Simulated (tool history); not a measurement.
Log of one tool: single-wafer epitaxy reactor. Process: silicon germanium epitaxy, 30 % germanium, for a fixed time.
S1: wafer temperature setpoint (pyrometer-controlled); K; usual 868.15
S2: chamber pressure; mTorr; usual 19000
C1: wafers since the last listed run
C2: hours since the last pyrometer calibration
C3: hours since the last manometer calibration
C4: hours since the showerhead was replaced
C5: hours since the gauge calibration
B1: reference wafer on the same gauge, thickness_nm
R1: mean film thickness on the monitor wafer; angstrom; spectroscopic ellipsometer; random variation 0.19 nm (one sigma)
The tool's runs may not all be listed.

run,hour,S1,S2,C1,C2,C3,C4,C5,B1,R1
1,0.0,876.15,21000,0,1598.2,1545.5,7707.8,354.5,59.786,620.30
2,49.2,876.15,21000,684,1647.4,1594.7,7757.0,403.7,59.864,622.47
# hour 88.7: gauge calibrated
3,110.1,868.15,21200,847,1708.3,1655.6,7817.9,21.4,59.709,548.16
4,169.7,868.15,19000,829,1767.9,1715.2,7877.5,81.0,59.772,515.12
5,216.0,868.15,19000,644,1814.2,1761.5,7923.8,127.3,59.893,516.95
6,253.1,868.15,19000,516,1851.3,1798.6,7960.9,164.4,59.889,516.87
7,278.9,868.15,19000,358,1877.1,1824.4,7986.7,190.2,59.799,513.26
8,303.4,868.15,19000,340,1901.6,1848.9,8011.2,214.7,59.727,513.98
# hour 347.9: showerhead replaced
9,348.4,861.15,19000,514,1946.6,1893.9,0.5,259.7,59.708,459.68
10,376.1,868.15,19000,385,1974.3,1921.6,28.2,287.4,59.735,517.34
11,432.6,868.15,19000,785,2030.8,1978.1,84.7,343.9,59.811,516.65
12,467.5,883.15,21700,485,2065.7,2013.0,119.6,378.8,59.747,704.46
13,502.5,883.15,21700,486,2100.7,2048.0,154.6,413.8,59.814,708.09
14,529.2,877.15,14600,371,2127.4,2074.7,181.3,440.5,59.803,504.54
15,574.6,861.15,20200,631,2172.8,2120.1,226.7,485.9,59.814,473.31
16,607.6,875.15,16000,459,2205.8,2153.1,259.7,518.9,59.733,518.45
# hour 618.7: gauge calibrated
# hour 625.6: capacitance manometer re-zeroed and calibrated
17,638.9,858.15,21900,324,2237.1,13.3,291.0,20.2,59.825,451.52
# hour 714.2: pyrometer calibrated
18,714.7,881.15,16000,943,0.5,89.1,366.8,96.0,59.749,589.48
19,765.2,868.15,19000,702,51.0,139.6,417.3,146.5,59.839,529.64
20,811.5,858.15,14900,644,97.3,185.9,463.6,192.8,59.790,386.59
21,856.1,863.15,16200,620,141.9,230.5,508.2,237.4,59.849,441.23
22,927.1,868.15,19000,987,212.9,301.5,579.2,308.4,59.874,530.32

5 ways to go on from here, each from the tool as it stands after run 22. What would each give?
A,927.5,863.15,19000,5,213.3,301.9,579.6,308.8,?,?
B,927.5,863.15,16900,5,213.3,301.9,579.6,308.8,?,?
C,927.5,864.15,14300,5,213.3,301.9,579.6,308.8,?,?
D,927.5,856.15,14900,5,213.3,301.9,579.6,308.8,?,?
E,927.5,868.15,14800,5,213.3,301.9,579.6,308.8,?,?

run,B1,R1
A,59.886,487.23
B,59.886,454.50
C,59.886,415.06
D,59.886,373.73
E,59.886,453.38
Without the tool's hidden state the same runs would have given:
run,R1
A,489.41
B,456.53
C,416.91
D,375.43
E,455.39
